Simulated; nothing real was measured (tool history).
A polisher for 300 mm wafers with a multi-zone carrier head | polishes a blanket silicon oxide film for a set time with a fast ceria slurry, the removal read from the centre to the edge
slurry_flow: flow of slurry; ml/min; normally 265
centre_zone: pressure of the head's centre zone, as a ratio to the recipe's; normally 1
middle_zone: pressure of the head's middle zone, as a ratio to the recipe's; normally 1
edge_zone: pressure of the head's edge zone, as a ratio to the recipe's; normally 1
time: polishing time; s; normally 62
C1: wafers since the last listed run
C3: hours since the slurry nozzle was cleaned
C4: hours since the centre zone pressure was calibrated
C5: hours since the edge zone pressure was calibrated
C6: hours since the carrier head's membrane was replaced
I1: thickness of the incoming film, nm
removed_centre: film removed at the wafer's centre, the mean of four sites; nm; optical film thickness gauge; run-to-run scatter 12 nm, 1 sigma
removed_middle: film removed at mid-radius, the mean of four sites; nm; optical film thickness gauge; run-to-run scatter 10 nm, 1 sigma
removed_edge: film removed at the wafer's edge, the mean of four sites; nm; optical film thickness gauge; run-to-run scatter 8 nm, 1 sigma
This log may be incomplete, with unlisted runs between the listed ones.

Run 1, day 0: usual settings but slurry_flow 230 ml/min; C1 0; wafers polished on this pad 685; C3 255.8; C4 723.3; C5 545.5; C6 32.1; I1 3006.7. Result: removed_centre 766.4 nm, removed_middle 755.9 nm, removed_edge 768.7 nm.
Run 2, day 0.521: usual settings but slurry_flow 230 ml/min; C1 154; wafers polished on this pad 839; C3 268.3; C4 735.8; C5 558; C6 44.6; I1 2989.3. Result: removed_centre 768.4 nm, removed_middle 763.4 nm, removed_edge 779.6 nm.
Run 3, day 1.017: usual settings but slurry_flow 200 ml/min, time 45 s; C1 146; wafers polished on this pad 986; C3 280.2; C4 747.7; C5 569.9; C6 56.5; I1 3065.8. Result: removed_centre 551.2 nm, removed_middle 525.7 nm, removed_edge 560.9 nm.
At day 1.2: edge zone pressure recalibrated.
Run 4, day 1.4: usual settings but slurry_flow 200 ml/min, time 45 s; C1 88; wafers polished on this pad 1075; C3 289.4; C4 756.9; C5 4.8; C6 65.7; I1 3007.7. Result: removed_centre 547 nm, removed_middle 548.6 nm, removed_edge 564.1 nm.
At day 1.804: worn pad replaced by a new one.
At day 1.946: centre zone pressure recalibrated.
Run 5, day 2.167: usual settings but slurry_flow 225 ml/min, centre_zone 0.96, edge_zone 0.9, time 83 s; C1 152; wafers polished on this pad 83; C3 307.8; C4 5.3; C5 23.2; C6 84.1; I1 3004.5. Result: removed_centre 1001.7 nm, removed_middle 1023.2 nm, removed_edge 1018.5 nm.
Run 6, day 2.767: usual settings but slurry_flow 345 ml/min, middle_zone 0.9, time 42 s; C1 177; wafers polished on this pad 260; C3 322.2; C4 19.7; C5 37.6; C6 98.5; I1 3037.3. Result: removed_centre 553.2 nm, removed_middle 497.2 nm, removed_edge 549.2 nm.
Run 7, day 3.971: usual settings but middle_zone 0.96, edge_zone 1.06; C1 356; wafers polished on this pad 616; C3 351.1; C4 48.6; C5 66.5; C6 127.4; I1 2964.7. Result: removed_centre 776.9 nm, removed_middle 739.5 nm, removed_edge 812 nm.
Run 8, day 4.392: usual settings but centre_zone 0.94, middle_zone 0.95, edge_zone 1.05, time 73 s; C1 124; wafers polished on this pad 741; C3 361.2; C4 58.7; C5 76.6; C6 137.5; I1 3023.2. Result: removed_centre 892.5 nm, removed_middle 886.4 nm, removed_edge 951.6 nm.
Run 9, day 5.338: usual settings but slurry_flow 175 ml/min, centre_zone 1.06, edge_zone 1.11, time 42 s; C1 279; wafers polished on this pad 1021; C3 383.9; C4 81.4; C5 99.3; C6 160.2; I1 3065.2. Result: removed_centre 533.2 nm, removed_middle 483 nm, removed_edge 527 nm.
Run 10, day 5.6: usual settings but centre_zone 0.92, middle_zone 0.9, edge_zone 1.11, time 82 s; C1 77; wafers polished on this pad 1098; C3 390.2; C4 87.7; C5 105.6; C6 166.5; I1 3035.5. Result: removed_centre 988.5 nm, removed_middle 957.8 nm, removed_edge 1087.1 nm.
Run 11, day 5.892: usual settings but slurry_flow 200 ml/min, edge_zone 1.05; C1 86; wafers polished on this pad 1185; C3 397.2; C4 94.7; C5 112.6; C6 173.5; I1 3036.4. Result: removed_centre 746.6 nm, removed_middle 725.7 nm, removed_edge 780.8 nm.
At day 5.983: slurry nozzle cleaned.
At day 6.146: worn pad replaced by a new one.
Run 12, day 6.217: usual settings but centre_zone 0.93; C1 34; wafers polished on this pad 20; C3 5.6; C4 102.5; C5 120.4; C6 181.3; I1 3031.9. Result: removed_centre 741.9 nm, removed_middle 784.1 nm, removed_edge 781.5 nm.

The next listed run, before its measurement:
Run 13, day 6.617: usual settings; C1 118; wafers polished on this pad 138; C3 15.2; C4 112.1; C5 130; C6 190.9; I1 2999.9. Result: removed_centre ?, removed_middle ?, removed_edge ?.

Run 13 measured removed_centre 798.7 nm, removed_middle 789.8 nm, removed_edge 801.7 nm.
Without the tool's hidden state the same run would have given removed_centre 798.7 nm, removed_middle 789.8 nm, removed_edge 801.7 nm.

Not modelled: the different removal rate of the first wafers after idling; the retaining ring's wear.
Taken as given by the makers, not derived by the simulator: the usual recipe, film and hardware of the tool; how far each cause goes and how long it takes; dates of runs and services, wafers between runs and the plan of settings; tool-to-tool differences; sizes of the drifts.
